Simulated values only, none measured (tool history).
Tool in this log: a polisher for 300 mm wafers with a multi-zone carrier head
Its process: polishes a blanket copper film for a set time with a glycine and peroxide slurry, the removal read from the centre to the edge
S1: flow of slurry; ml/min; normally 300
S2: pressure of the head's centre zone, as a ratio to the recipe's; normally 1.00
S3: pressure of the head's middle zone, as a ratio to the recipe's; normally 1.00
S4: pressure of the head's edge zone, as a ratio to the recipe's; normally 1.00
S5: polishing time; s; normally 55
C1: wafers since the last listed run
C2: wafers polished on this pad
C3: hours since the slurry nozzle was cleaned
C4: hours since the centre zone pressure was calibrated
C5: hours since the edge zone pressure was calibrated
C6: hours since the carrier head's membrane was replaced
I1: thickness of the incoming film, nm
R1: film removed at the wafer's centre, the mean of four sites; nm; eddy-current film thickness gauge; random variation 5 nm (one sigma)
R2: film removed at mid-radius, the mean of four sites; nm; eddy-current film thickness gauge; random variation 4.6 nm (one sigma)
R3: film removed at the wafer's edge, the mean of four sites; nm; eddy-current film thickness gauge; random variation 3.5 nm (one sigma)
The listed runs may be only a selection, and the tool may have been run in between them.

Run 1, hour 0.0: usual settings but S3 1.03; C1 0; C2 257; C3 628.3; C4 1136.5; C5 1252.6; C6 1223.2; I1 909.1. Result: R1 379.7 nm, R2 379.2 nm, R3 360.4 nm.
Run 2, hour 9.9: usual settings; C1 102; C2 359; C3 638.2; C4 1146.4; C5 1262.5; C6 1233.1; I1 896.0. Result: R1 368.8 nm, R2 368.0 nm, R3 356.3 nm.
Run 3, hour 24.5: usual settings; C1 151; C2 511; C3 652.8; C4 1161.0; C5 1277.1; C6 1247.7; I1 900.2. Result: R1 376.0 nm, R2 361.9 nm, R3 355.0 nm.
Run 4, hour 30.9: usual settings; C1 66; C2 577; C3 659.2; C4 1167.4; C5 1283.5; C6 1254.1; I1 914.5. Result: R1 369.1 nm, R2 354.5 nm, R3 354.7 nm.
Run 5, hour 44.2: usual settings; C1 137; C2 715; C3 672.5; C4 1180.7; C5 1296.8; C6 1267.4; I1 915.1. Result: R1 370.4 nm, R2 357.5 nm, R3 351.7 nm.
Run 6, hour 52.0: usual settings; C1 80; C2 796; C3 680.3; C4 1188.5; C5 1304.6; C6 1275.2; I1 890.4. Result: R1 358.2 nm, R2 350.2 nm, R3 345.0 nm.
Run 7, hour 65.0: usual settings; C1 134; C2 930; C3 693.3; C4 1201.5; C5 1317.6; C6 1288.2; I1 901.6. Result: R1 353.8 nm, R2 350.0 nm, R3 339.2 nm.
At hour 76.0: carrier head's membrane replaced by a new one.
At hour 80.5: worn pad replaced by a new one.
Run 8, hour 81.8: usual settings; C1 80; C2 13; C3 710.1; C4 1218.3; C5 1334.4; C6 5.8; I1 905.7. Result: R1 388.2 nm, R2 369.7 nm, R3 360.7 nm.
At hour 127.8: centre zone pressure recalibrated.
Run 9, hour 130.5: usual settings; C1 483; C2 497; C3 758.8; C4 2.7; C5 1383.1; C6 54.5; I1 897.5. Result: R1 382.6 nm, R2 368.3 nm, R3 356.8 nm.
At hour 132.2: slurry nozzle cleaned.
Run 10, hour 146.3: usual settings but S2 1.10, S3 0.90; C1 153; C2 651; C3 14.1; C4 18.5; C5 1398.9; C6 70.3; I1 887.1. Result: R1 404.3 nm, R2 331.6 nm, R3 352.9 nm.
Run 11, hour 158.8: usual settings but S1 230 ml/min, S3 1.12, S4 0.91; C1 129; C2 780; C3 26.6; C4 31.0; C5 1411.4; C6 82.8; I1 902.1. Result: R1 356.8 nm, R2 377.8 nm, R3 322.8 nm.
Run 12, hour 171.1: usual settings but S2 1.04; C1 127; C2 908; C3 38.9; C4 43.3; C5 1423.7; C6 95.1; I1 884.3. Result: R1 370.6 nm, R2 351.0 nm, R3 344.5 nm.
Run 13, hour 177.6: usual settings but S2 1.07, S3 0.97, S4 1.10, S5 38 s; C1 67; C2 975; C3 45.4; C4 49.8; C5 1430.2; C6 101.6; I1 915.6. Result: R1 264.5 nm, R2 231.3 nm, R3 240.1 nm.
At hour 186.4: edge zone pressure recalibrated.
Run 14, hour 193.3: usual settings; C1 141; C2 1117; C3 61.1; C4 65.5; C5 6.9; C6 117.3; I1 885.8. Result: R1 338.8 nm, R2 328.6 nm, R3 327.4 nm.
At hour 206.6: worn pad replaced by a new one.
Run 15, hour 210.4: usual settings but S1 230 ml/min, S2 1.10, S3 0.96, S5 70 s; C1 135; C2 39; C3 78.2; C4 82.6; C5 24.0; C6 134.4; I1 884.2. Result: R1 515.3 nm, R2 441.1 nm, R3 442.4 nm.
Run 16, hour 226.0: usual settings but S1 370 ml/min, S4 1.07; C1 161; C2 201; C3 93.8; C4 98.2; C5 39.6; C6 150.0; I1 882.6. Result: R1 389.6 nm, R2 374.3 nm, R3 378.3 nm.
Run 17, hour 241.1: usual settings; C1 156; C2 357; C3 108.9; C4 113.3; C5 54.7; C6 165.1; I1 912.5. Result: R1 377.3 nm, R2 364.6 nm, R3 356.0 nm.
Run 18, hour 249.2: usual settings but S1 335 ml/min, S2 0.92, S4 0.95; C1 83; C2 441; C3 117.0; C4 121.4; C5 62.8; C6 173.2; I1 886.7. Result: R1 342.9 nm, R2 361.6 nm, R3 352.7 nm.

Table of differences, measured result less the result of that run with no hidden state. Run-to-run variation is the same in both. Gauge scatter possibly is not:
The tool's hidden condition here consists of: removal rate lost through wear of the pad, %; slurry flow missing at the pad, %; deviation of the centre zone's pressure from its setpoint, %; deviation of the edge zone's pressure from its setpoint, %.
run     R1     R2     R3
  1   -9.3   -9.2   -8.9
  2  -11.0  -11.0  -10.7
  3  -15.5  -14.9  -14.6
  4  -17.6  -16.8  -16.8
  5  -23.5  -22.7  -22.3
  6  -26.7  -26.2  -25.7
  7  -34.2  -33.8  -32.7
  8   -3.2   -3.0   -2.9
  9  -11.7  -11.3  -10.9
 10  -19.3  -15.8  -16.8
 11  -23.2  -24.6  -21.0
 12  -31.7  -30.1  -29.5
 13  -26.0  -22.7  -23.6
 14  -45.2  -43.9  -43.7
 15  -10.2   -8.7   -8.7
 16   -9.0   -8.6   -8.7
 17  -11.4  -11.1  -10.8
 18  -12.4  -13.1  -12.7
